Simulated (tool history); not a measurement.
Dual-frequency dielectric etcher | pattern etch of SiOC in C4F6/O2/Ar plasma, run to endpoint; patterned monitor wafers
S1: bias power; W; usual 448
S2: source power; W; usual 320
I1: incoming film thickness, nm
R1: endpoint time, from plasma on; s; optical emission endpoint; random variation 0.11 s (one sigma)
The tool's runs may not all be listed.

{"run": 1, "hour": 0.0, "S1": 492, "S2": 320, "I1": 50.6, "R1": 17.4}
{"run": 2, "hour": 38.6, "S1": 492, "S2": 320, "I1": 51, "R1": 17.9}
{"run": 3, "hour": 99.9, "S1": 448, "S2": 370, "I1": 50.6, "R1": 17.4}
{"run": 4, "hour": 138.1, "S1": 531, "S2": 320, "I1": 51.2, "R1": 17.4}
{"hour": 179.2, "done": "wet clean of the chamber"}
{"run": 5, "hour": 186.7, "S1": 448, "S2": 320, "I1": 51, "R1": 18.1}
{"run": 6, "hour": 238.6, "S1": 448, "S2": 320, "I1": 51.1, "R1": 18}
{"run": 7, "hour": 307.4, "S1": 448, "S2": 320, "I1": 51.6, "R1": 18.4}
{"run": 8, "hour": 361.9, "S1": 448, "S2": 320, "I1": 51.1, "R1": 18.3}
{"run": 9, "hour": 419.1, "S1": 448, "S2": 320, "I1": 51.2, "R1": 18.5}
{"run": 10, "hour": 450.7, "S1": 448, "S2": 320, "I1": 51.4, "R1": 18.5}
{"run": 11, "hour": 484.5, "S1": 448, "S2": 320, "I1": 50.9, "R1": 18.4}
{"run": 12, "hour": 550.7, "S1": 448, "S2": 320, "I1": 50.7, "R1": 18.4}
{"run": 13, "hour": 597.3, "S1": 448, "S2": 320, "I1": 51.3, "R1": 18.7}
{"hour": 628.5, "done": "wet clean of the chamber"}
{"run": 14, "hour": 642.6, "S1": 448, "S2": 320, "I1": 50.9, "R1": 19.2}
{"run": 15, "hour": 697.5, "S1": 448, "S2": 320, "I1": 50.4, "R1": 19.2}
{"hour": 774.7, "done": "upper electrode replaced"}
{"run": 16, "hour": 775.2, "S1": 483, "S2": 270, "I1": 50.8, "R1": 20.1}
{"hour": 812.1, "done": "wet clean of the chamber, repeated, since the last time left the tool worse"}
{"run": 17, "hour": 812.6, "S1": 448, "S2": 320, "I1": 50.9, "R1": 18.1}
{"run": 18, "hour": 867.0, "S1": 527, "S2": 320, "I1": 51.1, "R1": 17}
{"hour": 885.0, "done": "bias power generator calibrated"}
{"run": 19, "hour": 934.0, "S1": 512, "S2": 400, "I1": 51.2, "R1": 15.7}
{"hour": 945.2, "done": "source power generator calibrated"}
{"run": 20, "hour": 974.3, "S1": 420, "S2": 250, "I1": 50.7, "R1": 20.7}
{"run": 21, "hour": 1044.2, "S1": 509, "S2": 320, "I1": 51.1, "R1": 17.3}
{"run": 22, "hour": 1082.3, "S1": 483, "S2": 270, "I1": 50.8, "R1": 19.1}
{"run": 23, "hour": 1119.7, "S1": 379, "S2": 260, "I1": 51, "R1": 21.9}
{"run": 24, "hour": 1186.5, "S1": 448, "S2": 320, "I1": 51.4, "R1": 18.6}
{"run": 25, "hour": 1234.3, "S1": 537, "S2": 250, "I1": 51.2, "R1": 19.2}
{"hour": 1268.1, "done": "wet clean of the chamber"}
{"run": 26, "hour": 1292.6, "S1": 546, "S2": 390, "I1": 51.3, "R1": 15.6}
{"run": 27, "hour": 1343.0, "S1": 417, "S2": 350, "I1": 50.4, "R1": 17.9}
{"run": 28, "hour": 1392.0, "S1": 514, "S2": 250, "I1": 51.2, "R1": 19}
{"run": 29, "hour": 1463.3, "S1": 363, "S2": 320, "I1": 50.6, "R1": 20}

Measured less the same run without the tool's hidden state. The same run-to-run variation is in both; the gauge's scatter may not be:
The hidden state here: etch rate over this chamber's usual, %; bias power that arrives over what is set, %; source power that arrives over what is set, %.
run=1 R1=+0.4
run=2 R1=+0.4
run=3 R1=+0.5
run=4 R1=+0.6
run=5 R1=-0.1
run=6 R1=+0
run=7 R1=+0.1
run=8 R1=+0.2
run=9 R1=+0.2
run=10 R1=+0.3
run=11 R1=+0.3
run=12 R1=+0.4
run=13 R1=+0.5
run=14 R1=+1.1
run=15 R1=+1.2
run=16 R1=+1.3
run=17 R1=+0
run=18 R1=+0
run=19 R1=+0.1
run=20 R1=+0.1
run=21 R1=+0.2
run=22 R1=+0.3
run=23 R1=+0.3
run=24 R1=+0.4
run=25 R1=+0.5
run=26 R1=+0
run=27 R1=+0
run=28 R1=+0.1
run=29 R1=+0.2
